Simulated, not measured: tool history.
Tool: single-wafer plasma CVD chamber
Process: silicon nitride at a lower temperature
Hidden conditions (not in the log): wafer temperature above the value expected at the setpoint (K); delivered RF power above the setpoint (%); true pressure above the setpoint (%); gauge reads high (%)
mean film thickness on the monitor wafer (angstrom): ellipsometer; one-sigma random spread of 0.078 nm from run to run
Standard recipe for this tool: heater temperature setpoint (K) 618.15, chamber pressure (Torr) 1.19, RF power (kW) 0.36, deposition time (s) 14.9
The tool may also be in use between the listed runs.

run    hour  heater temperature setpoint (K)  chamber pressure (Torr)  RF power (kW)  deposition time (s)  wafers since the last listed run  hours since the last thermocouple change  hours since the last RF generator calibration  hours since the last manometer calibration  hours since the showerhead was replaced  hours since the gauge calibration  read-back reference wafer on the same gauge, thickness_nm  mean film thickness on the monitor wafer (angstrom)
  1       0                           614.15                      1.1           0.36                 14.9                                 0                                       689                                          649.1                                      2166.3                                   5234.1                              863.2                                                     20.691                                                174.2
  2    94.6                           614.15                      1.1           0.36                 14.9                              2199                                     783.6                                          743.7                                      2260.9                                   5328.7                              957.8                                                     20.697                                               172.81
  3   164.6                           608.15                     1.19           0.36                 14.9                              1627                                     853.6                                          813.7                                      2330.9                                   5398.7                             1027.8                                                     20.714                                               177.43
  4   220.5                           608.15                     1.19           0.36                 14.9                              1299                                     909.5                                          869.6                                      2386.8                                   5454.6                             1083.7                                                     20.709                                               176.55
  5   277.9                           608.15                     1.19           0.36                 14.9                              1334                                     966.9                                            927                                      2444.2                                     5512                             1141.1                                                     20.705                                               177.22
  6   331.9                           618.15                     1.19           0.36                 14.9                              1255                                    1020.9                                            981                                      2498.2                                     5566                             1195.1                                                     20.715                                               177.09
  7   378.8                           618.15                     1.19           0.36                 14.9                              1090                                    1067.8                                         1027.9                                      2545.1                                   5612.9                               1242                                                     20.721                                               177.96
  8   451.5                           618.15                     1.19           0.36                 14.9                              1690                                    1140.5                                         1100.6                                      2617.8                                   5685.6                             1314.7                                                     20.704                                               177.49
  9   559.2                           618.15                     1.19           0.36                 14.9                              2503                                    1248.2                                         1208.3                                      2725.5                                   5793.3                             1422.4                                                     20.732                                               177.33
 10   643.3                           618.15                     1.19           0.36                 14.9                              1955                                    1332.3                                         1292.4                                      2809.6                                   5877.4                             1506.5                                                     20.692                                               178.05
 11   704.9                           618.15                     1.19           0.33                 14.9                              1432                                    1393.9                                           1354                                      2871.2                                     5939                             1568.1                                                      20.69                                               164.82
 12   753.3                           618.15                     1.19           0.36                 14.9                              1125                                    1442.3                                         1402.4                                      2919.6                                   5987.4                             1616.5                                                     20.723                                               177.19
 13   819.3                           618.15                     1.19           0.36                 14.9                              1534                                    1508.3                                         1468.4                                      2985.6                                   6053.4                             1682.5                                                     20.696                                               177.56
      840.4  -- showerhead replaced
      878.4  -- RF generator calibrated
 14   902.5                           605.15                     1.03          0.295                   12                              1562                                    1591.5                                           24.1                                      3068.8                                     62.1                             1765.7                                                     20.696                                               116.72
 15   976.3                           618.15                     1.19           0.36                 14.9                              1715                                    1665.3                                           97.9                                      3142.6                                    135.9                             1839.5                                                     20.714                                               177.31
     1023.6  -- thermocouple changed; heater temperature recalibrated
       1061  -- gauge calibrated
     1061.7  -- capacitance manometer re-zeroed and calibrated
 16  1074.6                           618.15                     0.94           0.36                 14.9                              1913                                        51                                          196.2                                        12.9                                    234.2                               13.6                                                     20.679                                               164.23
 17  1128.7                           618.15                     1.19           0.39                 17.7                              1257                                     105.1                                          250.3                                          67                                    288.3                               67.7                                                     20.716                                               219.97
 18  1173.6                           618.15                     1.19           0.36                 14.9                              1043                                       150                                          295.2                                       111.9                                    333.2                              112.6                                                     20.689                                               174.76
 19    1263                           618.15                     1.32           0.36                 12.2                              2078                                     239.4                                          384.6                                       201.3                                    422.6                                202                                                     20.718                                               145.51
 20  1329.1                           613.15                        1           0.33                 17.7                              1536                                     305.5                                          450.7                                       267.4                                    488.7                              268.1                                                     20.686                                               185.01
 21  1367.3                           618.15                     1.19           0.36                 13.3                               888                                     343.7                                          488.9                                       305.6                                    526.9                              306.3                                                     20.697                                               156.57
 22  1404.6                           618.15                     1.19           0.36                 17.1                               867                                       381                                          526.2                                       342.9                                    564.2                              343.6                                                     20.706                                               200.62
 23  1453.4                           618.15                     1.05           0.36                 14.9                              1134                                     429.8                                            575                                       391.7                                      613                              392.4                                                     20.702                                               168.07
 24  1540.2                           604.15                     1.43           0.29                 14.9                              2017                                     516.6                                          661.8                                       478.5                                    699.8                              479.2                                                     20.716                                               151.62
 25    1645                           618.15                     1.19           0.36                 14.9                              2436                                     621.4                                          766.6                                       583.3                                    804.6                                584                                                     20.722                                               174.89
 26  1684.8                           618.15                     1.19          0.405                 14.9                               925                                     661.2                                          806.4                                       623.1                                    844.4                              623.8                                                     20.712                                               191.26
 27  1750.3                           618.15                     1.19          0.415                 14.9                              1522                                     726.7                                          871.9                                       688.6                                    909.9                              689.3                                                      20.71                                               192.95
 28  1848.9                           618.15                     1.19          0.315                 14.9                              2292                                     825.3                                          970.5                                       787.2                                   1008.5                              787.9                                                     20.673                                               155.26
 29  1905.5                           627.15                     1.19          0.385                 14.9                              1315                                     881.9                                         1027.1                                       843.8                                   1065.1                              844.5                                                     20.695                                               183.81

Here are 3 independent what-if runs from the current tool condition. What would each one return?
  A  1905.9                           618.15                     1.19           0.36                 14.9                                 9                                     882.3                                         1027.5                                       844.2                                   1065.5                              844.9                                                          ?                                                    ?
  B  1905.9                           618.15                     1.01          0.415                 14.9                                 9                                     882.3                                         1027.5                                       844.2                                   1065.5                              844.9                                                          ?                                                    ?
  C  1905.9                           630.15                     1.09          0.415                 13.2                                 9                                     882.3                                         1027.5                                       844.2                                   1065.5                              844.9                                                          ?                                                    ?

run  read-back reference wafer on the same gauge, thickness_nm  mean film thickness on the monitor wafer (angstrom)
  A                                                     20.706                                               174.75
  B                                                     20.706                                               188.13
  C                                                     20.706                                               168.75
Without the tool's unlogged condition, the same runs would have read:
run  mean film thickness on the monitor wafer (angstrom)
  A                                               174.68
  B                                               188.05
  C                                               168.68

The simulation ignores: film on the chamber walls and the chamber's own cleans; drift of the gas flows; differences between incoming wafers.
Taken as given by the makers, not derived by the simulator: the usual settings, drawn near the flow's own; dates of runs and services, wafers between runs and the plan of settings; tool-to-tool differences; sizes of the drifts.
